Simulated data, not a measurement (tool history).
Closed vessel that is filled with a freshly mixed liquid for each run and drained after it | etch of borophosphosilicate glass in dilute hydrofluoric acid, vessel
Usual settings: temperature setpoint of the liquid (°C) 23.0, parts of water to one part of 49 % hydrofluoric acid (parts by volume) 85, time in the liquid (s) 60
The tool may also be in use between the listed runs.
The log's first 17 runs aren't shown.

run    hour  temperature setpoint of the liquid (°C)  parts of water to one part of 49 % hydrofluoric acid (parts by volume)  time in the liquid (s)  read-back film thickness of the borophosphosilicate glass reference wafer, read on the same gauge (nm)  thickness taken off the borophosphosilicate glass on a monitor wafer (Å)
 18  1318.1                                     23.0                                                                     100                      35                                                                                                  110.00                                                                     164.2
 19  1372.9                                     18.5                                                                      85                      60                                                                                                  110.01                                                                     282.5
 20  1432.1                                     23.0                                                                     100                      30                                                                                                  109.97                                                                     141.2
 21  1474.3                                     26.0                                                                      50                      60                                                                                                  110.02                                                                     691.3
 22  1557.9                                     23.0                                                                      85                      45                                                                                                  109.96                                                                     265.8
 23  1659.7                                     18.0                                                                     110                      60                                                                                                  109.95                                                                     215.5
     1685.0  -- thermometer replaced
     1764.2  -- hydrofluoric acid flow meter replaced
 24  1967.9                                     23.0                                                                      70                      30                                                                                                  109.99                                                                     205.9
 25  2046.0                                     23.0                                                                     100                      35                                                                                                  109.99                                                                     164.9
 26  2082.9                                     23.0                                                                     100                      30                                                                                                  110.00                                                                     142.4
 27  2122.8                                     23.0                                                                      85                      35                                                                                                  109.95                                                                     197.3
 28  2226.7                                     26.5                                                                     125                      60                                                                                                  110.01                                                                     258.2
 29  2303.5                                     25.0                                                                      85                      60                                                                                                  109.93                                                                     376.2
 30  2357.1                                     23.0                                                                      85                      60                                                                                                  110.01                                                                     353.9
 31  2401.8                                     23.0                                                                     110                      90                                                                                                  110.03                                                                     397.9

4 ways to go on from here, each from the tool as it stands after run 31. What would each give?
  A  2402.5                                     23.0                                                                      70                      60                                                                                                       ?                                                                         ?
  B  2402.5                                     25.5                                                                     120                      85                                                                                                       ?                                                                         ?
  C  2402.5                                     23.0                                                                     100                      75                                                                                                       ?                                                                         ?
  D  2402.5                                     23.0                                                                     105                      70                                                                                                       ?                                                                         ?

run  read-back film thickness of the borophosphosilicate glass reference wafer, read on the same gauge (nm)  thickness taken off the borophosphosilicate glass on a monitor wafer (Å)
  A                                                                                                  109.99                                                                     434.4
  B                                                                                                  109.99                                                                     372.7
  C                                                                                                  109.99                                                                     366.7
  D                                                                                                  109.99                                                                     324.0
Without the tool's hidden state the same runs would have given:
run  thickness taken off the borophosphosilicate glass on a monitor wafer (Å)
  A                                                                     393.5
  B                                                                     337.5
  C                                                                     331.9
  D                                                                     293.3
